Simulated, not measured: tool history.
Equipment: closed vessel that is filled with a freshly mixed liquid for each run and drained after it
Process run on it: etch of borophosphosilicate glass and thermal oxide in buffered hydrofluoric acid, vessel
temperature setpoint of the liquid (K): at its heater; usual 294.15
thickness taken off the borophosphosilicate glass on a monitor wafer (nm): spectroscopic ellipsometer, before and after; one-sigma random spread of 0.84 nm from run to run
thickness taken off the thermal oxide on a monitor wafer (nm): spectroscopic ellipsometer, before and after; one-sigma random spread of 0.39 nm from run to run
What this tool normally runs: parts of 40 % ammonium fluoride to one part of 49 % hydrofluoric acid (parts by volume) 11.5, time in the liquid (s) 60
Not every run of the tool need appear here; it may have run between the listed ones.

| run | hour | temperature setpoint of the liquid (K) | parts of 40 % ammonium fluoride to one part of 49 % hydrofluoric acid (parts by volume) | time in the liquid (s) | read-back film thickness of the borophosphosilicate glass reference wafer, read on the same gauge (nm) | read-back film thickness of the thermal oxide reference wafer, read on the same gauge (nm) | thickness taken off the borophosphosilicate glass on a monitor wafer (nm) | thickness taken off the thermal oxide on a monitor wafer (nm) |
|---|---|---|---|---|---|---|---|---|
| 1 | 0 | 294.15 | 9.5 | 45 | 139.99 | 29.97 | 104.99 | 41.67 |
| 2 | 30.4 | 294.15 | 11.5 | 60 | 140 | 30.02 | 115.58 | 45.47 |
| 3 | 55.6 | 294.15 | 11.5 | 60 | 139.97 | 29.95 | 115.79 | 45.73 |
| 4 | 90.4 | 294.15 | 11.5 | 60 | 139.97 | 30 | 115.67 | 44.93 |
| 5 | 122.2 | 294.15 | 11.5 | 60 | 140.02 | 29.99 | 113.87 | 45.77 |
| 6 | 150.3 | 294.15 | 11.5 | 60 | 140.02 | 30.01 | 115.74 | 45.79 |
|  | 170.4 | gauge calibrated |
| 7 | 174.1 | 294.15 | 11.5 | 60 | 140.01 | 30.04 | 113.64 | 45.39 |
|  | 185.7 | thermometer replaced |
| 8 | 201.4 | 294.15 | 11.5 | 60 | 139.99 | 29.99 | 115.25 | 44.65 |
| 9 | 230.6 | 294.15 | 11.5 | 60 | 139.97 | 29.95 | 115.47 | 44.95 |
| 10 | 244.2 | 294.15 | 11.5 | 60 | 139.99 | 30.03 | 114.46 | 44.88 |
|  | 257.6 | hydrofluoric acid flow meter replaced |
| 11 | 269.9 | 290.65 | 9 | 60 | 140.04 | 30.02 | 112.04 | 44.25 |
| 12 | 302.8 | 294.15 | 11.5 | 35 | 140.02 | 30.02 | 61.86 | 24.57 |
|  | 321.1 | hydrofluoric acid flow meter replaced, repeated, since the last time left the tool worse |
| 13 | 329.6 | 294.15 | 11.5 | 60 | 140.03 | 29.99 | 124.05 | 49.85 |
| 14 | 360.9 | 294.15 | 9 | 60 | 140.01 | 29.95 | 152.32 | 61.59 |
| 15 | 385.6 | 295.65 | 7 | 70 | 139.94 | 29.99 | 251.98 | 100.29 |
| 16 | 402.2 | 294.15 | 11.5 | 60 | 140.03 | 30 | 124.19 | 49.57 |
| 17 | 424.2 | 298.65 | 8 | 90 | 139.99 | 30.04 | 331.73 | 130.34 |
| 18 | 446.9 | 297.15 | 11.5 | 45 | 140 | 30.01 | 109.53 | 43.24 |
| 19 | 478.6 | 296.65 | 11.5 | 60 | 139.97 | 30.02 | 142.17 | 56.42 |
| 20 | 495.4 | 294.15 | 9 | 60 | 139.98 | 30 | 152.97 | 60.7 |

Alternative continuations, all from the tool just after run 20; predict every row:
| A | 496.1 | 294.15 | 14 | 60 | ? | ? | ? | ? |
| B | 496.1 | 296.15 | 11.5 | 70 | ? | ? | ? | ? |
| C | 496.1 | 290.65 | 8 | 90 | ? | ? | ? | ? |
| D | 496.1 | 290.15 | 13.5 | 35 | ? | ? | ? | ? |
| E | 496.1 | 294.15 | 14.5 | 60 | ? | ? | ? | ? |

| run | read-back film thickness of the borophosphosilicate glass reference wafer, read on the same gauge (nm) | read-back film thickness of the thermal oxide reference wafer, read on the same gauge (nm) | thickness taken off the borophosphosilicate glass on a monitor wafer (nm) | thickness taken off the thermal oxide on a monitor wafer (nm) |
|---|---|---|---|---|
| A | 140.02 | 30.01 | 101.57 | 40.76 |
| B | 140.02 | 30.01 | 160.48 | 64.41 |
| C | 140.02 | 30.01 | 212.36 | 84.6 |
| D | 140.02 | 30.01 | 49.14 | 19.67 |
| E | 140.02 | 30.01 | 98.11 | 39.38 |
The same runs, with their run-to-run variation unchanged, on a tool lacking any hidden condition would have given:
| run | thickness taken off the borophosphosilicate glass on a monitor wafer (nm) | thickness taken off the thermal oxide on a monitor wafer (nm) |
|---|---|---|
| A | 103.15 | 41.4 |
| B | 162.96 | 65.4 |
| C | 216.04 | 86.05 |
| D | 49.91 | 19.97 |
| E | 99.64 | 39.99 |

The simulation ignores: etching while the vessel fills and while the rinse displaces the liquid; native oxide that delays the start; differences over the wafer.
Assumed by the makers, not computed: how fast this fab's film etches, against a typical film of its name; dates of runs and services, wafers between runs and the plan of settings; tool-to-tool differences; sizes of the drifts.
